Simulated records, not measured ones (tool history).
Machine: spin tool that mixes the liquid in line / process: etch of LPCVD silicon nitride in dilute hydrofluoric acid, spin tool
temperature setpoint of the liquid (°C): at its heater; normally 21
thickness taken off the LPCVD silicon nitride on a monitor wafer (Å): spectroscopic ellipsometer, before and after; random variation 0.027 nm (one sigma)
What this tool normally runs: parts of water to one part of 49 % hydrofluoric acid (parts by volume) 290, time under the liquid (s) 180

run	hour	temperature setpoint of the liquid (°C)	parts of water to one part of 49 % hydrofluoric acid (parts by volume)	time under the liquid (s)	wafers since the last listed run	hours since the thermometer was replaced	hours since the hydrofluoric acid flow meter was replaced	hours since the gauge calibration	read-back film thickness of the LPCVD silicon nitride reference wafer, read on the same gauge (nm)	thickness taken off the LPCVD silicon nitride on a monitor wafer (Å)
1	0	21	220	180	0	800	658.2	407.6	110.023	3.12
2	87.3	21	175	240	541	887.3	745.5	494.9	109.997	4.28
3	139.2	21	215	180	321	939.2	797.4	546.8	109.979	3.23
4	191.9	21	215	180	326	991.9	850.1	599.5	109.989	3
5	270.5	21	215	180	487	1070.5	928.7	678.1	109.983	3.22
# hour 286.6: thermometer replaced
6	329.7	21	210	220	360	43.1	987.9	737.3	110.043	2.97
7	377.7	21	210	220	297	91.1	1035.9	785.3	109.966	3.3
8	428	21	290	215	311	141.4	1086.2	835.6	110.022	2.55
9	510.5	21	290	215	511	223.9	1168.7	918.1	109.985	2.41
10	547	25	290	180	226	260.4	1205.2	954.6	109.973	2.28
11	649.6	18	290	210	636	363	1307.8	1057.2	110.012	1.59
12	717.1	18	290	210	418	430.5	1375.3	1124.7	110.004	2.15
13	991.9	18	290	210	1703	705.3	1650.1	1399.5	109.987	2.32
14	1081.4	24	290	180	554	794.8	1739.6	1489	110.028	2.53
# hour 1102.7: hydrofluoric acid flow meter replaced
15	1117.4	21	385	180	216	830.8	14.7	1525	109.981	1.64
16	1180.8	17	240	180	393	894.2	78.1	1588.4	109.931	2.15
17	1266.4	23	290	150	530	979.8	163.7	1674	110.022	2.5
# hour 1270.7: thermometer replaced
# hour 1296.6: gauge calibrated
18	1368.2	21	415	70	624	97.5	265.5	71.6	109.989	0.69
19	1458.8	24.5	290	180	561	188.1	356.1	162.2	110.022	3.22
20	1521.8	21	290	180	390	251.1	419.1	225.2	109.957	1.92
21	1624.5	18.5	290	220	636	353.8	521.8	327.9	110.01	2.37
22	1665.5	17.5	235	180	254	394.8	562.8	368.9	109.992	2.13
23	1736.1	21	290	180	437	465.4	633.4	439.5	109.972	1.96
24	1797.9	21	225	265	383	527.2	695.2	501.3	110.012	3.49
25	1894.4	19	195	240	598	623.7	791.7	597.8	110.011	4.6
26	1965.9	24.5	395	130	443	695.2	863.2	669.3	109.992	1.52
27	2009.3	18.5	290	180	269	738.6	906.6	712.7	110.006	1.66
28	2060.3	18	290	210	316	789.6	957.6	763.7	109.988	1.96
# hour 2136.1: thermometer replaced
29	2167	25.5	435	180	655	30.9	1064.3	870.4	110.018	2.09
30	2243.5	19	435	140	474	107.4	1140.8	946.9	110.048	0.93
31	2305.9	21	155	180	386	169.8	1203.2	1009.3	110.009	4.49
32	2349.7	18.5	415	180	271	213.6	1247	1053.1	110.015	1.59
33	2412.8	21	230	95	391	276.7	1310.1	1116.2	110.004	1.6

Each row is a separate what-if for the run after 33, all from the same tool condition, not one after another. Results?
A	2413.3	25.5	290	180	3	277.2	1310.6	1116.7	?	?
B	2413.3	17.5	290	140	3	277.2	1310.6	1116.7	?	?
C	2413.3	17	335	180	3	277.2	1310.6	1116.7	?	?

run	read-back film thickness of the LPCVD silicon nitride reference wafer, read on the same gauge (nm)	thickness taken off the LPCVD silicon nitride on a monitor wafer (Å)
A	110.01	2.98
B	110.01	1.4
C	110.01	1.52
The same runs, with their run-to-run variation unchanged, on a tool lacking any hidden condition would have given:
run	thickness taken off the LPCVD silicon nitride on a monitor wafer (Å)
A	2.98
B	1.4
C	1.52
